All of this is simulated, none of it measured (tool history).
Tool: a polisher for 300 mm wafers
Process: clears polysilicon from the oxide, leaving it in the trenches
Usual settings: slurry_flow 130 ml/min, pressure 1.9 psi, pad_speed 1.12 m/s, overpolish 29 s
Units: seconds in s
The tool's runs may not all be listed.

run     day  slurry_flow  pressure  pad_speed  overpolish  incoming thickness of the incoming film, nm  seconds
  1   0.000          130       1.9       1.32          29                                        548.3     47.7
  2   1.317          130       1.9       1.12          29                                        545.0     57.7
  3   3.450          165       1.9       1.12          29                                        542.5     55.8
  4   4.946          130       1.9       1.38          39                                        550.9     48.1
  5   6.858          130       1.9       1.38          39                                        552.8     48.0
      9.996  -- worn pad replaced by a new one
     12.450  -- head pressure recalibrated
  6  14.954          130       1.9       1.38          39                                        541.5     43.9
  7  17.842          130       1.9       1.12          29                                        553.7     57.2
  8  19.633          130       1.9       1.12          29                                        556.2     58.6
  9  21.325          130       1.9       1.12          29                                        556.8     58.4
     22.496  -- slurry nozzle cleaned
 10  23.408          130       1.9       1.12          29                                        540.2     57.0
 11  25.233          130       1.9       1.12          16                                        550.5     58.5
 12  31.575          130       1.9       0.98          22                                        540.2     66.7
     32.938  -- worn pad replaced by a new one
 13  32.958          160       2.5       1.00          18                                        553.2     43.9
 14  35.842          170       1.3       1.12          29                                        554.2     67.5
 15  38.683          130       1.9       1.12          29                                        543.4     54.5
     39.862  -- head pressure recalibrated
 16  47.067          130       1.9       1.12          29                                        553.9     58.3
 17  48.292          105       2.5       1.12          18                                        540.8     48.2
     49.262  -- slurry nozzle cleaned
 18  50.146          130       1.9       1.22          29                                        549.1     52.8
 19  51.204          130       1.9       1.12          29                                        548.7     56.9
 20  52.604           95       2.1       1.44          40                                        558.5     45.6
 21  54.404          160       1.9       1.12          29                                        551.5     55.7
     56.612  -- worn pad replaced by a new one
 22  58.938          130       1.9       1.12          41                                        545.5     52.8
 23  61.012          105       2.4       1.26          22                                        558.4     43.2
 24  63.217          130       2.5       1.12          29                                        550.2     44.9
 25  64.612          130       1.6       1.12          39                                        549.8     63.8
     65.971  -- head pressure recalibrated
 26  66.150          130       1.9       1.12          22                                        554.3     57.7
 27  67.675          110       1.9       0.96          12                                        541.3     67.9
     70.146  -- slurry nozzle cleaned
 28  73.188           90       1.9       1.12          15                                        551.4     63.1
 29  74.867          130       1.9       1.00          29                                        541.1     64.8
 30  77.550          110       2.2       1.12          29                                        554.6     54.6
 31  79.358          165       1.9       1.26          29                                        542.6     50.0
 32  80.833          130       1.9       1.12          29                                        561.6     60.1
 33  82.696          130       1.3       1.12          29                                        548.5     78.4

Forecast each of these 5 alternatives for the next run:
  A  82.712          105       1.9       1.12          29                                        547.4        ?
  B  82.712          145       1.6       1.36          40                                        547.4        ?
  C  82.712          130       1.4       1.44          25                                        547.4        ?
  D  82.712          155       2.3       0.92          14                                        547.4        ?
  E  82.712          130       2.1       1.38          37                                        547.4        ?

run  seconds
  A     61.0
  B     53.4
  C     56.8
  D     59.0
  E     43.7
Without the tool's hidden state the same runs would have given:
run  seconds
  A     52.5
  B     46.0
  C     48.9
  D     50.8
  E     37.6
